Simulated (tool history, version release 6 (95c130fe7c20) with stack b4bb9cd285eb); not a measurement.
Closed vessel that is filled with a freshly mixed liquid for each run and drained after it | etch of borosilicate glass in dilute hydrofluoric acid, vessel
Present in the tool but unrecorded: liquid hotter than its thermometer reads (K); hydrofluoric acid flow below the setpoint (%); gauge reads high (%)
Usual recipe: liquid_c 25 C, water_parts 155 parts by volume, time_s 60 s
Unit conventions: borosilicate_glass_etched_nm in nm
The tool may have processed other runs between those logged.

run	day	liquid_c	water_parts	time_s	wafers since the last listed run	hours since the thermometer was replaced	hours since the hydrofluoric acid flow meter was replaced	hours since the gauge calibration	read-back film thickness of the borosilicate glass reference wafer, read on the same gauge (nm)	borosilicate_glass_etched_nm
1	0	23	155	60	0	395.3	226.8	1996	50.02	9.54
2	1.958	26.5	155	60	6854	442.3	273.8	2043	49.95	10.85
3	6.204	26.5	155	60	14861	544.2	375.7	2144.9	50	10.85
4	10.292	25	155	60	14307	642.3	473.8	2243	50.03	10.2
5	12.954	25	155	60	9319	706.2	537.7	2306.9	50.01	10.17
6	16.917	25	155	60	13869	801.3	632.8	2402	49.98	10.15
7	20.979	25	155	60	14219	898.8	730.3	2499.5	49.99	10.12
8	22.608	25	155	60	5702	937.9	769.4	2538.6	49.99	10.13
9	24.412	25	155	60	6315	981.2	812.7	2581.9	49.98	10.07
10	27.217	25	155	40	9815	1048.5	880	2649.2	49.99	6.69
11	31.638	25	155	40	15474	1154.6	986.1	2755.3	49.97	6.71
12	33.492	25	155	60	6490	1199.1	1030.6	2799.8	50.01	9.97
13	35.333	25	155	60	6446	1243.3	1074.8	2844	50.02	9.96
14	37.879	25	155	60	8911	1304.4	1135.9	2905.1	49.99	9.89
15	40.896	25	155	60	10559	1376.8	1208.3	2977.5	49.99	9.96
16	44.817	25	155	60	13724	1470.9	1302.4	3071.6	49.98	9.88
17	46.858	27.5	105	45	7146	1519.9	1351.4	3120.6	50	12.88
# day 50.104: hydrofluoric acid flow meter replaced
# day 50.483: gauge calibrated
18	50.5	25	155	60	12601	1607.3	9.5	0.4	50	9.41
19	53.5	25	155	60	10500	1679.3	81.5	72.4	50.02	9.35
20	57.792	25	85	60	15022	1782.3	184.5	175.4	50.02	18.67
21	64.062	22	100	85	21949	1932.8	335	325.9	50.02	19.51
22	68.267	25	155	80	14715	2033.7	435.9	426.8	49.99	12.34
23	70.558	25	155	60	8021	2088.7	490.9	481.8	50.01	9.17
24	72.346	25	195	30	6256	2131.6	533.8	524.7	50.01	3.5
25	74.883	25	155	60	8882	2192.5	594.7	585.6	50	9.17
26	77.342	25	210	60	8604	2251.5	653.7	644.6	50.02	6.32
27	78.917	30	85	75	5512	2289.3	691.5	682.4	50.02	27.96
28	80.871	25	130	35	6840	2336.2	738.4	729.3	50.02	6.56
# day 81.379: hydrofluoric acid flow meter replaced, repeated, since the last time left the tool worse
# day 81.442: thermometer replaced
29	93.579	25	155	60	44191	291.3	292.8	1034.3	50.01	10.29
30	102.712	27	115	30	31969	510.5	512	1253.5	50.01	7.83
31	113.617	25	155	60	38167	772.2	773.7	1515.2	50.02	10.15
32	117.725	27.5	95	75	14380	870.8	872.3	1613.8	50.02	24.49
33	120.083	25	155	60	8254	927.4	928.9	1670.4	50.03	10.03
34	130.692	21.5	155	60	37132	1182	1183.5	1925	50.03	8.72

What if the next run were any one of these 3? Each begins from the tool's condition after run 34:
A	130.721	25	155	60	102	1182.7	1184.2	1925.7	?	?
B	130.721	25	155	30	102	1182.7	1184.2	1925.7	?	?
C	130.721	20.5	85	60	102	1182.7	1184.2	1925.7	?	?

run	read-back film thickness of the borosilicate glass reference wafer, read on the same gauge (nm)	borosilicate_glass_etched_nm
A	49.98	9.99
B	49.98	4.99
C	49.98	16.59
Take away the tool's hidden state, keep each run's random variation, and the runs would have read:
run	borosilicate_glass_etched_nm
A	10.47
B	5.23
C	17.33
